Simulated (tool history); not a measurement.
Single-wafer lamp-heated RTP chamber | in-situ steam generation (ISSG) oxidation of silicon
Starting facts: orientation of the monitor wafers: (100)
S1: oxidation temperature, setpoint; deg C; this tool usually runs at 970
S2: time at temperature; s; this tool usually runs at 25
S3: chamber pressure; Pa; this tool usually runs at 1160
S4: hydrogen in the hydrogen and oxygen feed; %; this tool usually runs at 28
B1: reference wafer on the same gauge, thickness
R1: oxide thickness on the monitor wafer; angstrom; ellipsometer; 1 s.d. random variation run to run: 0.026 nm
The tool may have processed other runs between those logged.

run,day,S1,S2,S3,S4,B1,R1
1,0.000,955,25,1160,28,6.058,60.30
2,2.196,955,25,1160,28,6.054,60.73
3,2.850,955,25,1160,28,6.063,60.33
4,3.371,970,25,1160,28,6.063,64.24
# day 4.058: pressure gauge zeroed
5,4.079,970,25,1160,28,6.060,63.93
6,4.092,970,25,1053,28,6.057,64.87
# day 4.621: hydrogen flow controller replaced
7,4.642,979,25,1160,28,6.063,66.75
8,4.846,970,25,1093,28,6.059,64.90
9,5.396,970,25,1093,28,6.056,64.78
# day 6.062: gauge calibrated
10,6.125,970,25,1093,28,6.058,64.85
11,6.388,982,25,1160,28,6.050,68.08
12,6.788,970,25,1307,22,6.062,60.37
13,7.183,970,25,1160,23,6.050,61.83
14,7.862,976,25,960,18,6.059,60.39
15,8.496,983,30,1160,28,6.065,75.08
16,8.992,989,25,1160,28,6.055,70.31
# day 9.588: pyrometer window cleaned and pyrometer calibrated
17,9.608,976,29,1267,32,6.055,70.02
18,10.204,970,25,1160,28,6.060,63.52
19,10.512,955,25,1240,22,6.058,56.83
20,11.071,978,25,987,32,6.063,68.57
21,11.367,959,33,1160,28,6.056,69.69
22,11.712,955,25,1053,28,6.063,60.74
23,12.071,970,25,1160,19,6.063,58.37
24,12.517,970,25,1160,23,6.070,61.00
25,13.121,951,15,1107,25,6.063,47.74
26,13.604,970,25,1333,21,6.054,59.33
27,14.242,970,25,1160,28,6.063,64.43
28,14.862,970,25,1160,28,6.055,64.20
29,15.538,951,25,1160,21,6.060,56.78
30,16.158,962,25,1280,28,6.061,61.74
31,17.350,970,25,1213,28,6.064,64.67
# day 17.662: gauge calibrated
32,17.908,970,29,1160,28,6.060,69.83

Forecast each of these 3 alternatives for the next run:
A,17.925,983,25,1160,28,?,?
B,17.925,961,25,1320,20,?,?
C,17.925,970,15,1160,28,?,?

run,B1,R1
A,6.062,68.85
B,6.062,57.67
C,6.062,52.55
Take away the tool's hidden state, keep each run's random variation, and the runs would have read:
run,R1
A,66.49
B,55.95
C,51.14
